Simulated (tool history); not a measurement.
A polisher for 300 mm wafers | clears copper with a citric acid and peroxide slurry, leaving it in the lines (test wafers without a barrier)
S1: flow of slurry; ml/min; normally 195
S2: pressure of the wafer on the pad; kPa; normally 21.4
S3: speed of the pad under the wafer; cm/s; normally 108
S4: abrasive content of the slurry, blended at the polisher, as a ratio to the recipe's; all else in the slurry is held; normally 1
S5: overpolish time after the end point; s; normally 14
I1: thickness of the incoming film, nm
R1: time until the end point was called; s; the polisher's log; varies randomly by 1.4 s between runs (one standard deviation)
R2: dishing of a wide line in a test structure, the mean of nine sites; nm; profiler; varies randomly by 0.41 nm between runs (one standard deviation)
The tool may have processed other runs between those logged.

run   hour   S1    S2   S3   S4  S5     I1     R1    R2
  1      0  195  21.4  108    1  14  194.3   97.5  21.7
  2    7.1  195  21.4  108    1  14  193.7     96  21.9
  3   21.2  195  21.4  108    1  14  195.7     95  21.6
      44.5  -- worn pad replaced by a new one
  4   68.3  195  21.4  108    1  14  199.1  101.7  21.3
  5   79.9  195  21.4   86    1  14  194.3  121.4  16.9
  6   94.5  195  21.4   86    1  14  191.2  126.7  17.3
  7  105.1  195  21.4  134    1  14  194.9   82.9  25.2
     116.1  -- worn pad replaced by a new one
  8  116.6  195  21.4  108    1  14  194.3    100    21
     150.6  -- slurry blender recalibrated
  9  155.1  195  21.4  108    1  14  196.3   95.4  22.6
 10  166.1  195  21.4  108    1  14  197.5     97  22.3
 11  177.1  195  21.4  108    1  14  193.9   96.4  21.7
     188.2  -- worn pad replaced by a new one
 12  224.4  195  21.4  108    1  14  197.5   95.5    22
 13  241.9  195  21.4  108    1  14  192.9   92.8  21.9
     254.1  -- worn pad replaced by a new one
 14  254.6  195  21.4   70  1.1  14  195.3  142.9  14.9
 15    265  165  21.4  108    1  14  195.8   99.3    22
     268.3  -- head pressure recalibrated
     278.7  -- slurry nozzle cleaned
 16  280.2  135  16.5  108    1  14  192.9  128.2    16
 17  293.3  195  24.1  108    1  14  197.4   87.5  24.4
 18  308.2  195  21.4  108  1.1  14  195.5     94  22.3
     323.8  -- worn pad replaced by a new one
 19  324.3  195  14.5  108    1  14    196  138.1    15
 20    335  195  21.4  120  0.8  16  191.8     93  24.4
 21  341.2  195  21.4  108    1  14  196.5   98.8  21.4
 22  354.3  145  21.4  108    1  14  196.7  106.9  20.4
 23  364.5  195  21.4   72    1  14  193.2    147    15

Predict each of these 3 candidate next runs independently; none follows another, all start after run 23:
  A   365  230  21.4  108     1  14  190.6   ?   ?
  B   365  140  21.4   98     1  14  190.6   ?   ?
  C   365  195  21.4  108  0.85  17  190.6   ?   ?

run     R1    R2
  A   94.4  21.6
  B  112.5  18.4
  C  100.5  24.4
What these runs would have given with no unlogged condition in the tool:
run     R1    R2
  A   89.6  22.7
  B  106.8  19.3
  C   95.6  25.5
